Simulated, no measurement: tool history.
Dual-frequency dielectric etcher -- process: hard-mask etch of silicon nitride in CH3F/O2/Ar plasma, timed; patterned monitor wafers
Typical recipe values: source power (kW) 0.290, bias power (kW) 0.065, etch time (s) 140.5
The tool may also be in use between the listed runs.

run     day  source power (kW)  bias power (kW)  etch time (s)  read-back reference wafer on the same gauge, depth_nm  mean etch depth across the wafer (Å)
  1   0.000              0.290            0.065          165.5                                                   71.0                                  1024
  2   2.892              0.290            0.065          165.5                                                   71.0                                  1024
  3   6.012              0.290            0.077          140.5                                                   71.0                                   934
  4  10.471              0.250            0.065          140.5                                                   70.9                                   820
     13.675  -- wet clean of the chamber
  5  14.142              0.310            0.065          115.0                                                   71.0                                   730
  6  16.033              0.310            0.065          115.0                                                   71.0                                   731
  7  18.604              0.240            0.073          140.5                                                   71.0                                   837
  8  20.808              0.290            0.065          140.5                                                   71.0                                   874
  9  22.392              0.290            0.065          140.5                                                   71.0                                   877
     33.904  -- bias power generator calibrated
     35.133  -- wet clean of the chamber
 10  35.604              0.290            0.065          140.5                                                   71.0                                   910
 11  39.262              0.290            0.065          140.5                                                   71.1                                   911
 12  41.108              0.290            0.065          140.5                                                   71.1                                   912
 13  43.000              0.290            0.065          140.5                                                   71.0                                   916
 14  46.612              0.290            0.065          140.5                                                   71.0                                   918
     48.146  -- source power generator calibrated
     48.367  -- wet clean of the chamber, repeated, since the last time left the tool worse
 15  53.333              0.290            0.065          140.5                                                   71.0                                   874
 16  56.971              0.340            0.075          122.0                                                   71.1                                   863
 17  59.071              0.290            0.065          140.5                                                   71.0                                   875
     60.221  -- upper electrode replaced
 18  60.796              0.290            0.065          140.5                                                   71.0                                   880
 19  63.183              0.290            0.065          152.0                                                   71.1                                   955
     69.938  -- wet clean of the chamber
 20  74.354              0.230            0.071          113.5                                                   71.0                                   652

Estimate the outcome of run 21 from the log above:
     76.258  -- gauge calibrated
 21  77.475              0.330            0.079          140.5                                                      ?                                     ?

{"run 21": {"read-back reference wafer on the same gauge, depth_nm": 71.0, "mean etch depth across the wafer (Å)": 995}}
Take away the tool's hidden state, keep the run-to-run variation as it was, and the same run would have given mean etch depth across the wafer (Å) 985.
